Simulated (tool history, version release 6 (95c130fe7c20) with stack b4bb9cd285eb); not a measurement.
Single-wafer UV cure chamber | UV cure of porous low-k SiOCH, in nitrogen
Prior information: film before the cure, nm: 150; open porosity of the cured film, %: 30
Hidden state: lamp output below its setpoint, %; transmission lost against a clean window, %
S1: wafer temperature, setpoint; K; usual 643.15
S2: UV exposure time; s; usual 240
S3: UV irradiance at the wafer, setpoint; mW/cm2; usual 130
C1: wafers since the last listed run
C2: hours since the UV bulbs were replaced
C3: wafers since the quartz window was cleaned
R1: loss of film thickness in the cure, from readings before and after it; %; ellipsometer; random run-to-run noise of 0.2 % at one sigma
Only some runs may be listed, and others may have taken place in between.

{"run": 1, "hour": 0.0, "S1": 652.15, "S2": 240, "S3": 109, "C1": 0, "C2": 1076.3, "C3": 353, "R1": 13.147}
{"run": 2, "hour": 68.4, "S1": 643.15, "S2": 240, "S3": 149, "C1": 358, "C2": 1144.7, "C3": 712, "R1": 14.205}
{"hour": 99.1, "done": "UV bulbs replaced"}
{"run": 3, "hour": 99.6, "S1": 633.15, "S2": 290, "S3": 130, "C1": 121, "C2": 0.5, "C3": 834, "R1": 16.414}
{"run": 4, "hour": 168.9, "S1": 643.15, "S2": 240, "S3": 130, "C1": 363, "C2": 69.8, "C3": 1198, "R1": 15.752}
{"run": 5, "hour": 226.5, "S1": 643.15, "S2": 240, "S3": 130, "C1": 302, "C2": 127.4, "C3": 1500, "R1": 15.568}
{"run": 6, "hour": 253.6, "S1": 643.15, "S2": 155, "S3": 130, "C1": 142, "C2": 154.5, "C3": 1642, "R1": 13.368}
{"run": 7, "hour": 278.0, "S1": 643.15, "S2": 320, "S3": 130, "C1": 128, "C2": 178.9, "C3": 1770, "R1": 17.625}
{"hour": 306.1, "done": "quartz window cleaned"}
{"run": 8, "hour": 325.3, "S1": 643.15, "S2": 320, "S3": 130, "C1": 206, "C2": 226.2, "C3": 100, "R1": 17.524}
{"run": 9, "hour": 366.9, "S1": 643.15, "S2": 240, "S3": 130, "C1": 218, "C2": 267.8, "C3": 318, "R1": 15.125}
{"run": 10, "hour": 438.2, "S1": 643.15, "S2": 240, "S3": 130, "C1": 374, "C2": 339.1, "C3": 692, "R1": 15.496}
{"run": 11, "hour": 479.7, "S1": 643.15, "S2": 240, "S3": 130, "C1": 217, "C2": 380.6, "C3": 910, "R1": 15.599}
{"run": 12, "hour": 505.0, "S1": 643.15, "S2": 240, "S3": 130, "C1": 132, "C2": 405.9, "C3": 1043, "R1": 15.528}
{"run": 13, "hour": 572.6, "S1": 643.15, "S2": 240, "S3": 130, "C1": 354, "C2": 473.5, "C3": 1398, "R1": 15.253}
{"run": 14, "hour": 625.7, "S1": 643.15, "S2": 240, "S3": 130, "C1": 278, "C2": 526.6, "C3": 1676, "R1": 14.933}
{"hour": 648.7, "done": "quartz window cleaned"}
{"run": 15, "hour": 687.4, "S1": 643.15, "S2": 240, "S3": 130, "C1": 281, "C2": 588.3, "C3": 202, "R1": 15.314}
{"run": 16, "hour": 736.5, "S1": 643.15, "S2": 240, "S3": 130, "C1": 257, "C2": 637.4, "C3": 460, "R1": 15.157}
{"run": 17, "hour": 770.0, "S1": 643.15, "S2": 240, "S3": 130, "C1": 175, "C2": 670.9, "C3": 636, "R1": 15.13}
{"run": 18, "hour": 804.1, "S1": 643.15, "S2": 240, "S3": 142, "C1": 178, "C2": 705, "C3": 815, "R1": 15.548}
{"run": 19, "hour": 836.9, "S1": 648.15, "S2": 240, "S3": 149, "C1": 172, "C2": 737.8, "C3": 987, "R1": 15.597}
{"run": 20, "hour": 899.8, "S1": 654.15, "S2": 240, "S3": 130, "C1": 330, "C2": 800.7, "C3": 1317, "R1": 14.527}
{"run": 21, "hour": 926.9, "S1": 643.15, "S2": 240, "S3": 130, "C1": 142, "C2": 827.8, "C3": 1459, "R1": 14.521}
{"run": 22, "hour": 954.8, "S1": 643.15, "S2": 240, "S3": 99, "C1": 146, "C2": 855.7, "C3": 1606, "R1": 12.901}
{"hour": 1015.7, "done": "quartz window cleaned"}
{"run": 23, "hour": 1016.2, "S1": 629.15, "S2": 355, "S3": 102, "C1": 280, "C2": 917.1, "C3": 2, "R1": 14.616}
{"run": 24, "hour": 1061.3, "S1": 657.15, "S2": 240, "S3": 140, "C1": 236, "C2": 962.2, "C3": 239, "R1": 14.644}
{"run": 25, "hour": 1129.6, "S1": 643.15, "S2": 350, "S3": 119, "C1": 358, "C2": 1030.5, "C3": 597, "R1": 15.577}
{"run": 26, "hour": 1162.4, "S1": 643.15, "S2": 240, "S3": 130, "C1": 172, "C2": 1063.3, "C3": 769, "R1": 13.646}
{"run": 27, "hour": 1221.2, "S1": 628.15, "S2": 355, "S3": 156, "C1": 308, "C2": 1122.1, "C3": 1078, "R1": 16.129}
{"run": 28, "hour": 1285.4, "S1": 650.15, "S2": 365, "S3": 148, "C1": 336, "C2": 1186.3, "C3": 1415, "R1": 16.45}
{"run": 29, "hour": 1316.7, "S1": 643.15, "S2": 240, "S3": 130, "C1": 164, "C2": 1217.6, "C3": 1579, "R1": 12.824}
{"run": 30, "hour": 1340.7, "S1": 643.15, "S2": 370, "S3": 109, "C1": 125, "C2": 1241.6, "C3": 1705, "R1": 14.191}
{"hour": 1380.7, "done": "UV bulbs replaced"}
{"hour": 1383.2, "done": "quartz window cleaned"}
{"run": 31, "hour": 1385.7, "S1": 630.15, "S2": 160, "S3": 112, "C1": 181, "C2": 5, "C3": 13, "R1": 12.487}
{"run": 32, "hour": 1446.0, "S1": 643.15, "S2": 240, "S3": 130, "C1": 316, "C2": 65.3, "C3": 329, "R1": 15.398}
{"run": 33, "hour": 1508.8, "S1": 662.15, "S2": 240, "S3": 130, "C1": 329, "C2": 128.1, "C3": 659, "R1": 15.79}
{"run": 34, "hour": 1557.3, "S1": 624.15, "S2": 95, "S3": 114, "C1": 254, "C2": 176.6, "C3": 913, "R1": 9.775}
{"run": 35, "hour": 1584.6, "S1": 643.15, "S2": 290, "S3": 130, "C1": 143, "C2": 203.9, "C3": 1056, "R1": 16.232}
{"run": 36, "hour": 1651.2, "S1": 651.15, "S2": 310, "S3": 99, "C1": 349, "C2": 270.5, "C3": 1406, "R1": 15.143}
{"run": 37, "hour": 1687.1, "S1": 643.15, "S2": 355, "S3": 141, "C1": 188, "C2": 306.4, "C3": 1594, "R1": 17.817}
{"run": 38, "hour": 1735.3, "S1": 643.15, "S2": 240, "S3": 130, "C1": 252, "C2": 354.6, "C3": 1847, "R1": 15.672}
{"hour": 1797.3, "done": "quartz window cleaned"}
{"run": 39, "hour": 1797.7, "S1": 643.15, "S2": 240, "S3": 130, "C1": 285, "C2": 417, "C3": 2, "R1": 15.135}
{"run": 40, "hour": 1840.4, "S1": 643.15, "S2": 240, "S3": 130, "C1": 224, "C2": 459.7, "C3": 226, "R1": 14.956}

Each row is a separate what-if for the run after 40, all from the same tool condition, not one after another. Results?
{"run": "A", "hour": 1840.9, "S1": 643.15, "S2": 240, "S3": 130, "C1": 2, "C2": 460.2, "C3": 228, "R1": "?"}
{"run": "B", "hour": 1840.9, "S1": 638.15, "S2": 240, "S3": 117, "C1": 2, "C2": 460.2, "C3": 228, "R1": "?"}
{"run": "C", "hour": 1840.9, "S1": 643.15, "S2": 370, "S3": 141, "C1": 2, "C2": 460.2, "C3": 228, "R1": "?"}
{"run": "D", "hour": 1840.9, "S1": 624.15, "S2": 370, "S3": 166, "C1": 2, "C2": 460.2, "C3": 228, "R1": "?"}

run=A R1=15.204
run=B R1=14.545
run=C R1=17.937
run=D R1=18.371
What these runs would have given with no unlogged condition in the tool:
run=A R1=15.785
run=B R1=15.12
run=C R1=18.53
run=D R1=18.965

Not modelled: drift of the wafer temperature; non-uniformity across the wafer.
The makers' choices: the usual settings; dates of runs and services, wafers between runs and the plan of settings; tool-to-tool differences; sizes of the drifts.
